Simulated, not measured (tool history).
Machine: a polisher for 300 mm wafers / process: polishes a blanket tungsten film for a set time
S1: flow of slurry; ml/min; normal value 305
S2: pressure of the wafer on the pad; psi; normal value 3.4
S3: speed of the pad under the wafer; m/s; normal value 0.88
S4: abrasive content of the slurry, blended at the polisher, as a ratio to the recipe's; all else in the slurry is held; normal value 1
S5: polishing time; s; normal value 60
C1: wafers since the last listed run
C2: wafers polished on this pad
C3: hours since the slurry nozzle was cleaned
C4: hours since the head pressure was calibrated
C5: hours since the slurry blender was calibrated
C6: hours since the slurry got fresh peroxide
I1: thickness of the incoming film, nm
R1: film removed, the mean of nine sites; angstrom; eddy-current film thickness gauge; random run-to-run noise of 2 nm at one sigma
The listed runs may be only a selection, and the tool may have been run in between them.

| run | day | S1 | S2 | S3 | S4 | S5 | C1 | C2 | C3 | C4 | C5 | C6 | I1 | R1 |
|---|---|---|---|---|---|---|---|---|---|---|---|---|---|---|
| 1 | 0 | 245 | 3.4 | 0.82 | 1 | 60 | 0 | 989 | 227.9 | 657.4 | 108.2 | 132.5 | 631 | 1884 |
|  | 0.983 | worn pad replaced by a new one |
| 2 | 1.004 | 245 | 3.4 | 0.82 | 1 | 60 | 218 | 5 | 252 | 681.5 | 132.3 | 156.6 | 632.1 | 1904 |
|  | 1.525 | slurry nozzle cleaned |
| 3 | 1.658 | 305 | 3.4 | 0.88 | 1 | 60 | 159 | 165 | 3.2 | 697.2 | 148 | 172.3 | 630.3 | 2025 |
|  | 2.017 | slurry tank refilled with fresh slurry and peroxide |
| 4 | 3.054 | 305 | 3.4 | 0.88 | 1 | 60 | 353 | 519 | 36.7 | 730.7 | 181.5 | 24.9 | 635.3 | 1991 |
|  | 3.338 | slurry blender recalibrated |
| 5 | 4.229 | 305 | 3.4 | 0.88 | 1 | 60 | 284 | 804 | 64.9 | 758.9 | 21.4 | 53.1 | 640.2 | 2182 |
|  | 5.162 | worn pad replaced by a new one |
| 6 | 5.542 | 305 | 3.4 | 0.88 | 1 | 60 | 299 | 99 | 96.4 | 790.4 | 52.9 | 84.6 | 627.6 | 2134 |
| 7 | 6.912 | 305 | 3.4 | 0.88 | 1 | 60 | 357 | 457 | 129.3 | 823.3 | 85.8 | 117.5 | 631.6 | 2151 |
| 8 | 8.146 | 305 | 3.4 | 0.88 | 1 | 60 | 321 | 779 | 158.9 | 852.9 | 115.4 | 147.1 | 633.1 | 2125 |
|  | 9.088 | slurry tank refilled with fresh slurry and peroxide |
|  | 9.208 | worn pad replaced by a new one |
| 9 | 9.358 | 305 | 3.4 | 0.88 | 1 | 60 | 274 | 39 | 188 | 882 | 144.5 | 6.5 | 637.5 | 2091 |
|  | 9.812 | head pressure recalibrated |
| 10 | 10.696 | 305 | 3.4 | 0.88 | 1 | 60 | 327 | 366 | 220.1 | 21.2 | 176.6 | 38.6 | 637.2 | 2057 |
|  | 11.579 | slurry blender recalibrated |
| 11 | 11.942 | 305 | 3.4 | 0.88 | 1 | 60 | 303 | 669 | 250 | 51.1 | 8.7 | 68.5 | 626.9 | 2133 |
| 12 | 13.096 | 225 | 3.4 | 0.74 | 1 | 53 | 301 | 971 | 277.7 | 78.8 | 36.4 | 96.2 | 630.3 | 1541 |
|  | 14.542 | worn pad replaced by a new one, of another model than before |
| 13 | 14.562 | 305 | 3.9 | 0.88 | 1 | 60 | 339 | 5 | 312.9 | 114 | 71.6 | 131.4 | 639.8 | 2280 |
|  | 14.838 | slurry nozzle cleaned |
| 14 | 15.408 | 305 | 3.4 | 0.88 | 1 | 48 | 209 | 214 | 13.7 | 134.3 | 91.9 | 151.7 | 631.1 | 1693 |
| 15 | 16.704 | 305 | 3.8 | 0.88 | 1 | 60 | 338 | 553 | 44.8 | 165.4 | 123 | 182.8 | 630.9 | 2247 |
|  | 17.188 | slurry tank refilled with fresh slurry and peroxide |
| 16 | 17.6 | 220 | 3.4 | 0.88 | 1 | 73 | 222 | 776 | 66.3 | 186.9 | 144.5 | 9.9 | 626.5 | 2341 |
| 17 | 18.342 | 305 | 3.4 | 0.66 | 1 | 60 | 193 | 969 | 84.1 | 204.7 | 162.3 | 27.7 | 634.7 | 1675 |
|  | 19.025 | worn pad replaced by a new one |
| 18 | 19.079 | 305 | 2.6 | 0.7 | 1 | 60 | 149 | 13 | 101.8 | 222.4 | 180 | 45.4 | 617.3 | 1449 |
|  | 19.325 | slurry blender recalibrated |
| 19 | 19.667 | 305 | 3.4 | 0.88 | 0.7 | 60 | 131 | 145 | 115.9 | 236.5 | 8.2 | 59.5 | 633.9 | 1850 |
| 20 | 21.129 | 305 | 3.4 | 0.88 | 1 | 60 | 381 | 526 | 151 | 271.6 | 43.3 | 94.6 | 626.9 | 2145 |
| 21 | 22.55 | 350 | 3.4 | 0.66 | 1 | 60 | 370 | 897 | 185.1 | 305.7 | 77.4 | 128.7 | 640.1 | 1774 |
| 22 | 23.562 | 305 | 3.4 | 0.88 | 1 | 60 | 264 | 1162 | 209.4 | 330 | 101.7 | 153 | 632.9 | 2124 |

Hidden state, per run?
removal rate lost through wear of the pad, %: 0 at every run
slurry flow missing at the pad, %: 0 at every run
deviation of the head's pressure from its setpoint, %: 0 at every run
peroxide lost from the slurry, %: 0 at every run
H1: abrasive missing from the slurry, %
| run | H1 |
|---|---|
| 1 | 10.9 |
| 2 | 13.7 |
| 3 | 15.8 |
| 4 | 21.1 |
| 5 | 0.555 |
| 6 | 1.67 |
| 7 | 3.85 |
| 8 | 6.69 |
| 9 | 10.3 |
| 10 | 15.2 |
| 11 | 3.62 |
| 12 | 4.22 |
| 13 | 6.04 |
| 14 | 7.62 |
| 15 | 10.8 |
| 16 | 13.6 |
| 17 | 16.2 |
| 18 | 19.1 |
| 19 | 2.35 |
| 20 | 3.21 |
| 21 | 5.18 |
| 22 | 7.26 |
